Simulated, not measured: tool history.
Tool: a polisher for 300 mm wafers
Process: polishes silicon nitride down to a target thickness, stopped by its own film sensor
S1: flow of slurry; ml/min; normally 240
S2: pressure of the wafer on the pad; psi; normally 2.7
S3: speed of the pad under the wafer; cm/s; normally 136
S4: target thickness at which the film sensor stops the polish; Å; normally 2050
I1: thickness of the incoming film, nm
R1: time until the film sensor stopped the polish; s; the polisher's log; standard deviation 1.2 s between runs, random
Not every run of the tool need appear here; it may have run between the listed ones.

run	hour	S1	S2	S3	S4	I1	R1
1	0.0	240	2.7	136	2050	375.4	100.9
2	26.0	240	2.7	136	2380	382.9	87.7
3	52.6	240	2.7	136	2370	382.1	84.7
4	67.9	240	2.7	136	2370	386.2	89.4
# hour 85.0: worn pad replaced by a new one
5	107.9	240	2.7	136	2050	379.3	105.2
6	140.0	240	2.7	136	2050	379.1	105.3
7	166.1	240	2.7	136	2050	378.4	101.8
8	200.4	270	2.7	136	1590	373.6	127.7
9	230.0	270	2.7	136	1590	382.9	133.6
10	247.1	190	2.7	136	2050	376.5	108.4
# hour 253.2: worn pad replaced by a new one
11	275.4	190	2.7	136	2050	377.8	111.6
# hour 361.0: slurry nozzle cleaned
12	368.3	240	2.7	116	2050	382.3	119.5
13	380.9	240	2.7	136	2050	378.1	102.9
14	408.1	240	2.7	136	2050	375.2	101.8
15	430.1	240	2.7	136	2050	373.6	103.6
16	455.0	240	2.7	136	2050	374.5	102.1
# hour 468.1: worn pad replaced by a new one
# hour 470.4: head pressure recalibrated
17	472.5	240	2.7	136	2050	383.1	106.4
18	504.0	240	2.7	136	2050	372.6	99.7
19	524.5	240	1.9	136	2050	382.6	142.5
20	542.8	240	2.7	92	2460	376.6	105.5
21	567.2	240	2.1	136	2050	383.4	134.0
22	598.5	275	1.9	136	2050	381.4	140.8
23	630.0	285	3.0	158	2050	379.8	83.9
24	661.5	240	2.7	136	2050	374.5	102.9
# hour 674.5: worn pad replaced by a new one
25	687.2	180	2.7	180	1720	387.4	109.7
26	722.9	240	2.7	136	2050	384.6	111.1
27	745.7	240	2.7	136	2050	380.3	108.5
# hour 752.4: slurry nozzle cleaned
28	767.1	190	2.7	108	2050	387.1	134.7
29	787.7	240	2.7	136	2050	382.7	105.9
30	800.4	215	3.2	116	2050	380.9	103.8
31	819.4	240	1.8	108	1850	378.7	192.1
32	836.7	285	1.9	136	2050	386.6	144.4
33	859.0	240	3.4	136	2050	378.0	86.1
# hour 866.7: worn pad replaced by a new one
34	877.0	240	2.7	136	2050	374.7	100.5
35	902.3	240	2.7	136	2050	382.1	106.9
36	919.1	240	2.7	136	2050	380.4	104.5

5 options for the next run, each taken on its own from the tool as it stands now. Forecast them:
A	919.6	240	2.7	136	2650	376.8	?
B	919.6	240	2.7	106	2050	376.8	?
C	919.6	240	2.4	136	2050	376.8	?
D	919.6	240	2.7	106	1750	376.8	?
E	919.6	195	2.4	108	1600	376.8	?

run	R1
A	68.8
B	127.2
C	117.1
D	149.4
E	180.4
The same runs, with their run-to-run variation unchanged, on a tool lacking any hidden condition would have given:
run	R1
A	68.3
B	126.4
C	116.4
D	148.4
E	179.0

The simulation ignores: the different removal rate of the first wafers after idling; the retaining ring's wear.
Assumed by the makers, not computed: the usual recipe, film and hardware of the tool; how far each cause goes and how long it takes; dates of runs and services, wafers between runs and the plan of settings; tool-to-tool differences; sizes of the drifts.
